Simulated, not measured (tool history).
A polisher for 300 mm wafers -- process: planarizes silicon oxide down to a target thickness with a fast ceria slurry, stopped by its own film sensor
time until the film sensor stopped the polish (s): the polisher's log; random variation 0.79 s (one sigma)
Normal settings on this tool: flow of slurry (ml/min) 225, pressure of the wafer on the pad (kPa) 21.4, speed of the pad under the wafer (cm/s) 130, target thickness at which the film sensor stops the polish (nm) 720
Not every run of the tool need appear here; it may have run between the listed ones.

run,hour,flow of slurry (ml/min),pressure of the wafer on the pad (kPa),speed of the pad under the wafer (cm/s),target thickness at which the film sensor stops the polish (nm),"incoming thickness of the incoming film, nm",time until the film sensor stopped the polish (s)
1,0,225,21.4,130,720,2036.3,57.9
2,18.2,225,21.4,130,720,2025.3,56.1
3,34.1,225,21.4,130,720,2008.2,55.3
# hour 76.5: worn pad replaced by a new one
4,79.8,225,21.4,130,991,2032.7,42.2
5,96.6,225,26.2,130,720,2062.3,46.5
6,132.6,225,26.2,130,720,2005,44.4
7,156.7,225,26.2,130,720,2059.6,48.9
8,182.2,225,21.4,130,720,2033.7,54.5
9,214.9,225,21.4,130,930,2035,48.4
10,227.9,225,21.4,130,930,2039.2,47.8
11,254.7,225,21.4,130,720,2026.3,56.1
12,284.6,225,21.4,130,720,2049.3,60.3
# hour 291.3: head pressure recalibrated
13,306.2,225,21.4,130,483,2037,64.8
# hour 319.7: worn pad replaced by a new one
14,320.2,225,21.4,130,720,2044,49.1
15,346.5,225,16.5,116,720,2028.2,64.6
16,426.8,225,21.4,144,720,2011.2,45.8
17,514.5,225,21.4,130,720,2049.4,56.8
18,548.5,225,21.4,88,720,2032,82
19,578.3,165,16.5,130,720,2035.8,68.6
# hour 583.8: worn pad replaced by a new one
20,603.5,225,21.4,130,720,2038.1,49.8
21,627.8,265,25.5,166,502,2031.6,40.4
22,657.2,300,21.4,130,1072,2041,36.7
23,670.1,225,21.4,130,720,1997.1,51.1
24,683.4,225,21.4,130,378,2064.8,66.3
25,696.7,225,21.4,130,720,2004.8,52.6
26,721.7,225,21.4,130,720,2048.6,56
# hour 724.6: slurry nozzle cleaned
27,746.7,225,26.9,130,530,2046.9,52.9
28,775.3,180,21.4,130,720,2011.3,55.1
29,804.8,225,21.4,130,720,2053.3,55.9
30,833.7,250,26.2,166,347,2039.4,50.6
# hour 849.3: worn pad replaced by a new one
31,857.8,165,21.4,96,407,2041.1,87.8
32,884.5,295,21.4,166,476,2049.2,47.9
33,908,255,24.1,130,720,2039.8,50
34,920.9,295,21.4,130,720,2020.4,53
35,954.8,225,26.2,130,720,2025.3,48
36,980.1,225,26.9,112,1087,2026.1,39.3

Branching from run 36: 5 alternative next runs. What would each branch give?
A,980.5,225,21.4,130,720,2029.2,?
B,980.5,255,24.1,114,1014,2029.2,?
C,980.5,200,21.4,130,720,2029.2,?
D,980.5,225,15.2,130,720,2029.2,?
E,980.5,225,21.4,130,943,2029.2,?

run,time until the film sensor stopped the polish (s)
A,54.6
B,44.1
C,55.1
D,67.5
E,45.3
Without the tool's unlogged condition, the same runs would have read:
run,time until the film sensor stopped the polish (s)
A,47.4
B,38.2
C,47.8
D,58.6
E,39.3

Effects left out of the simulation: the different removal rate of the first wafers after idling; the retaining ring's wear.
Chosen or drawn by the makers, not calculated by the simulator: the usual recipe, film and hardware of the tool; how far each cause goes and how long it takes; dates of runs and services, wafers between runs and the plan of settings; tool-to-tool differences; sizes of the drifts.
